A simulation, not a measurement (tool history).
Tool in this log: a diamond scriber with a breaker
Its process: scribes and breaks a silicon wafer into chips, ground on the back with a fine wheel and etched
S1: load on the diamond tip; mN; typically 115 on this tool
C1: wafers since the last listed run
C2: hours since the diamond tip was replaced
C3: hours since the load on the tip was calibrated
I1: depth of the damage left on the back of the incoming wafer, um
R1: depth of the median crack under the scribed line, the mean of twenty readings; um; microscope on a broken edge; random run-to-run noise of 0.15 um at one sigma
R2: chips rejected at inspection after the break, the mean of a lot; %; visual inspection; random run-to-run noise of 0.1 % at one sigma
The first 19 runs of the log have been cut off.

{"run": 20, "hour": 514.4, "S1": 115, "C1": 48, "C2": 586.2, "C3": 153.4, "I1": 0.55, "R1": 8.91, "R2": 1.54}
{"run": 21, "hour": 547.0, "S1": 125, "C1": 116, "C2": 618.8, "C3": 186, "I1": 0.75, "R1": 9.26, "R2": 1.83}
{"run": 22, "hour": 560.9, "S1": 141, "C1": 49, "C2": 632.7, "C3": 199.9, "I1": 0.69, "R1": 10.14, "R2": 3.21}
{"run": 23, "hour": 661.0, "S1": 95, "C1": 357, "C2": 732.8, "C3": 300, "I1": 0.64, "R1": 7.98, "R2": 2.72}
{"run": 24, "hour": 687.0, "S1": 143, "C1": 92, "C2": 758.8, "C3": 326, "I1": 0.74, "R1": 10.11, "R2": 4.88}
{"run": 25, "hour": 708.0, "S1": 115, "C1": 74, "C2": 779.8, "C3": 347, "I1": 0.63, "R1": 8.83, "R2": 1.49}
{"run": 26, "hour": 722.8, "S1": 129, "C1": 52, "C2": 794.6, "C3": 361.8, "I1": 0.4, "R1": 9.62, "R2": 2.27}
{"run": 27, "hour": 747.8, "S1": 133, "C1": 89, "C2": 819.6, "C3": 386.8, "I1": 0.5, "R1": 9.87, "R2": 2.7}
{"run": 28, "hour": 775.3, "S1": 92, "C1": 98, "C2": 847.1, "C3": 414.3, "I1": 0.32, "R1": 7.81, "R2": 2.82}
{"run": 29, "hour": 789.0, "S1": 115, "C1": 48, "C2": 860.8, "C3": 428, "I1": 0.47, "R1": 9.07, "R2": 1.52}
{"hour": 814.0, "done": "diamond tip replaced by a new one"}
{"run": 30, "hour": 814.5, "S1": 85, "C1": 83, "C2": 0.5, "C3": 453.5, "I1": 0.61, "R1": 7.71, "R2": 4.4}
{"run": 31, "hour": 838.5, "S1": 147, "C1": 85, "C2": 24.5, "C3": 477.5, "I1": 0.54, "R1": 10.51, "R2": 5.45}
{"run": 32, "hour": 866.4, "S1": 98, "C1": 99, "C2": 52.4, "C3": 505.4, "I1": 0.36, "R1": 8.29, "R2": 2.06}
{"run": 33, "hour": 891.3, "S1": 124, "C1": 88, "C2": 77.3, "C3": 530.3, "I1": 0.52, "R1": 9.43, "R2": 2.06}
{"run": 34, "hour": 906.2, "S1": 115, "C1": 53, "C2": 92.2, "C3": 545.2, "I1": 0.45, "R1": 9.1, "R2": 1.25}
{"run": 35, "hour": 920.8, "S1": 115, "C1": 52, "C2": 106.8, "C3": 559.8, "I1": 0.46, "R1": 9.25, "R2": 1.52}
{"run": 36, "hour": 943.4, "S1": 115, "C1": 80, "C2": 129.4, "C3": 582.4, "I1": 0.65, "R1": 9.35, "R2": 1.3}
{"run": 37, "hour": 974.9, "S1": 115, "C1": 112, "C2": 160.9, "C3": 613.9, "I1": 0.6, "R1": 9.16, "R2": 1.61}
{"run": 38, "hour": 988.8, "S1": 146, "C1": 49, "C2": 174.8, "C3": 627.8, "I1": 0.72, "R1": 10.68, "R2": 4.62}
{"run": 39, "hour": 1001.7, "S1": 88, "C1": 46, "C2": 187.7, "C3": 640.7, "I1": 0.73, "R1": 7.82, "R2": 3.29}
{"run": 40, "hour": 1017.5, "S1": 127, "C1": 56, "C2": 203.5, "C3": 656.5, "I1": 0.65, "R1": 9.87, "R2": 2.6}
{"run": 41, "hour": 1031.2, "S1": 132, "C1": 48, "C2": 217.2, "C3": 670.2, "I1": 0.55, "R1": 9.92, "R2": 3.29}

3 options for the next run, each taken on its own from the tool as it stands now. Forecast them:
{"run": "A", "hour": 1031.8, "S1": 115, "C1": 2, "C2": 217.8, "C3": 670.8, "I1": 0.79, "R1": "?", "R2": "?"}
{"run": "B", "hour": 1031.8, "S1": 81, "C1": 2, "C2": 217.8, "C3": 670.8, "I1": 0.79, "R1": "?", "R2": "?"}
{"run": "C", "hour": 1031.8, "S1": 126, "C1": 2, "C2": 217.8, "C3": 670.8, "I1": 0.79, "R1": "?", "R2": "?"}

run=A R1=9.21 R2=1.55
run=B R1=7.35 R2=4.98
run=C R1=9.77 R2=2.47
The same runs, with their run-to-run variation unchanged, on a tool lacking any hidden condition would have given:
run=A R1=8.83 R2=1.37
run=B R1=7.05 R2=6.78
run=C R1=9.36 R2=1.74

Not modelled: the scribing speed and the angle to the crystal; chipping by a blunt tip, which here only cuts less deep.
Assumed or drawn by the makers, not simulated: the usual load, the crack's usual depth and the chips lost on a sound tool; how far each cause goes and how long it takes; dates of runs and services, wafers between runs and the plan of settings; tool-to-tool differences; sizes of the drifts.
